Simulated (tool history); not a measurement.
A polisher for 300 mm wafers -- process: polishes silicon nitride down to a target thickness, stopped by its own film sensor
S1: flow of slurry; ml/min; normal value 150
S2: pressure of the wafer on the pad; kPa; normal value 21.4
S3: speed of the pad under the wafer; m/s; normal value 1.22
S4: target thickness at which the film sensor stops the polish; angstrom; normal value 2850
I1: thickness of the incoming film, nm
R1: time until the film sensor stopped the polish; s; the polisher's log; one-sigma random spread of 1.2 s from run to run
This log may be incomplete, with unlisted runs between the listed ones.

Run 1, day 0: usual settings; I1 433.6. Result: R1 88 s.
At day 0.529: worn pad replaced by a new one.
Run 2, day 0.55: usual settings but S3 1.12 m/s; I1 441.4. Result: R1 98.9 s.
Run 3, day 1.888: usual settings but S3 1.12 m/s; I1 432.9. Result: R1 96.2 s.
At day 2.379: slurry nozzle cleaned.
Run 4, day 2.725: usual settings but S3 1.12 m/s; I1 440.5. Result: R1 90.7 s.
Run 5, day 3.8: usual settings; I1 443. Result: R1 86.7 s.
Run 6, day 4.942: usual settings; I1 431.7. Result: R1 82.4 s.
At day 5.725: worn pad replaced by a new one, of another model than before.
Run 7, day 5.746: usual settings; I1 441.9. Result: R1 88.8 s.
Run 8, day 6.775: usual settings; I1 436.5. Result: R1 83.5 s.
Run 9, day 7.617: usual settings but S3 1.46 m/s; I1 435. Result: R1 76.5 s.
Run 10, day 8.683: usual settings but S3 1.46 m/s; I1 446. Result: R1 83.6 s.
Run 11, day 9.488: usual settings but S3 1.46 m/s; I1 429.8. Result: R1 75.1 s.
Run 12, day 10.25: usual settings but S1 175 ml/min; I1 442.3. Result: R1 85.8 s.
At day 10.721: worn pad replaced by a new one.
Run 13, day 10.812: usual settings but S2 15.9 kPa; I1 431.6. Result: R1 103.2 s.
At day 10.988: head pressure recalibrated.
Run 14, day 11.596: usual settings but S2 15.9 kPa; I1 436. Result: R1 104.6 s.
Run 15, day 12.642: usual settings but S2 15.9 kPa; I1 438.2. Result: R1 110.6 s.
Run 16, day 13.517: usual settings but S1 195 ml/min, S2 15.9 kPa, S3 1.46 m/s, S4 2400 angstrom; I1 436.4. Result: R1 124.2 s.
Run 17, day 14.621: usual settings but S1 180 ml/min, S2 17.2 kPa, S3 0.82 m/s, S4 3090 angstrom; I1 438.7. Result: R1 98.1 s.
At day 15.371: worn pad replaced by a new one.
Run 18, day 15.408: usual settings but S1 120 ml/min, S3 1.56 m/s, S4 3300 angstrom; I1 442.3. Result: R1 58.9 s.
Run 19, day 16.55: usual settings but S1 130 ml/min, S2 17.9 kPa, S3 0.96 m/s, S4 2540 angstrom; I1 438.3. Result: R1 134.7 s.
Run 20, day 17.075: usual settings but S1 125 ml/min, S2 15.9 kPa, S4 3250 angstrom; I1 434.5. Result: R1 78.1 s.
Run 21, day 17.65: usual settings but S1 180 ml/min, S2 18.6 kPa, S4 2530 angstrom; I1 440.3. Result: R1 120 s.
Run 22, day 19.112: usual settings but S1 180 ml/min, S3 1.44 m/s, S4 2490 angstrom; I1 436. Result: R1 98.3 s.
Run 23, day 20.267: usual settings; I1 431.8. Result: R1 84.7 s.
At day 20.425: slurry nozzle cleaned.
At day 21.179: worn pad replaced by a new one.
Run 24, day 21.275: usual settings but S2 17.9 kPa, S3 0.8 m/s; I1 433.3. Result: R1 106.7 s.
Run 25, day 22.054: usual settings; I1 437.3. Result: R1 88.2 s.
Run 26, day 23.258: usual settings; I1 436. Result: R1 83.9 s.
Run 27, day 24.079: usual settings but S3 1.62 m/s; I1 439.9. Result: R1 77 s.
Run 28, day 24.638: usual settings but S4 3070 angstrom; I1 441.5. Result: R1 74.4 s.
Run 29, day 25.358: usual settings but S3 1.12 m/s; I1 449.3. Result: R1 92.5 s.
At day 26.046: worn pad replaced by a new one.
Run 30, day 26.471: usual settings but S1 195 ml/min, S4 2530 angstrom; I1 446.2. Result: R1 108 s.
Run 31, day 27.312: usual settings; I1 443.4. Result: R1 89.9 s.

What if the next run were any one of these 3? Each begins from the tool's condition after run 31:
Run A, day 27.329: usual settings; I1 437.5. Result: R1 ?.
Run B, day 27.329: usual settings but S2 19.3 kPa; I1 437.5. Result: R1 ?.
Run C, day 27.329: usual settings but S1 165 ml/min, S3 0.98 m/s; I1 437.5. Result: R1 ?.

run    R1
  A  86.6
  B  93.4
  C  93.7
Without the tool's unlogged condition, the same runs would have read:
run    R1
  A  85.8
  B  92.5
  C  92.8
